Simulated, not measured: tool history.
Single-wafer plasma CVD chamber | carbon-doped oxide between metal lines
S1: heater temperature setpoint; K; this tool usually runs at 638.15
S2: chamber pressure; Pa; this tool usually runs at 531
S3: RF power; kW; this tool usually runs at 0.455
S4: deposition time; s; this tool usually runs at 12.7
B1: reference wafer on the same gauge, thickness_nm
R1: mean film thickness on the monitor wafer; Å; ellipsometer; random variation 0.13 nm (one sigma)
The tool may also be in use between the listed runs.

run     day      S1   S2     S3    S4      B1      R1
  1       0  638.15  531   0.42  11.4  45.487  471.89
  2   1.825  638.15  531  0.455  12.7  45.494  558.07
  3   3.092  638.15  531  0.455  12.7  45.507  554.67
  4   5.454  638.15  531  0.455  12.7  45.546  557.19
  5   8.346  638.15  531  0.455  12.7  45.467  556.62
     10.429  -- RF generator calibrated
  6   10.45  638.15  531  0.455  12.7  45.507  551.42
  7  12.421  638.15  531  0.455  12.7  45.518  549.34
     12.962  -- capacitance manometer re-zeroed and calibrated
  8  14.954  638.15  415  0.525  14.8  45.487   688.3
  9  17.683  651.15  471   0.39    14  45.475  518.73
 10    18.9  627.15  531  0.455  10.8  45.509  481.82
 11  20.396  638.15  531  0.455  14.4  45.511  623.51
     20.908  -- thermocouple changed; heater temperature recalibrated
 12  21.733  638.15  473  0.455  12.7  45.442  543.96
      23.65  -- showerhead replaced
 13  24.054  638.15  531  0.455  12.7  45.529  551.96
     25.442  -- RF generator calibrated, repeated, since the last time left the tool worse
 14  26.446  638.15  531  0.455  12.7  45.491  563.57
 15  28.496  638.15  456  0.455  12.7   45.55  557.69
 16  31.088  644.15  612  0.495  12.7  45.528   594.2
 17  33.446  651.15  531  0.455  10.8  45.523   466.4
 18  34.658  638.15  453   0.41  12.7  45.516  513.17
 19  37.354  653.15  531   0.38  14.4  45.473  538.46
     37.779  -- gauge calibrated
 20    40.3  646.15  531  0.455  12.7  45.504  553.62
 21  42.067  642.15  628  0.455  12.7  45.511  566.99
 22  44.283  642.15  628  0.455  12.7   45.53  568.46
 23  46.404  628.15  531  0.395  12.7  45.491  521.58
 24  47.933  651.15  471   0.39    14  45.468  528.85
 25  50.012  634.15  531  0.455  10.8  45.549  485.07
 26  51.625  638.15  441  0.455  12.7  45.519  555.29
 27  57.975  638.15  531   0.49  14.3  45.519  664.52
 28  59.354  638.15  565  0.485  13.7  45.475  637.55
 29    61.2  638.15  531  0.455  12.7  45.507  564.25

3 ways to go on from here, each from the tool as it stands after run 29. What would each give?
  A  61.217  638.15  531  0.455  15.2   ?   ?
  B  61.217  648.15  451  0.455  12.7   ?   ?
  C  61.217  627.15  587  0.505  14.3   ?   ?

run      B1      R1
  A  45.547  672.56
  B  45.547  542.86
  C  45.547  704.75
With no hidden state in the tool, these same runs would have given:
run      R1
  A  673.67
  B  543.75
  C  705.79
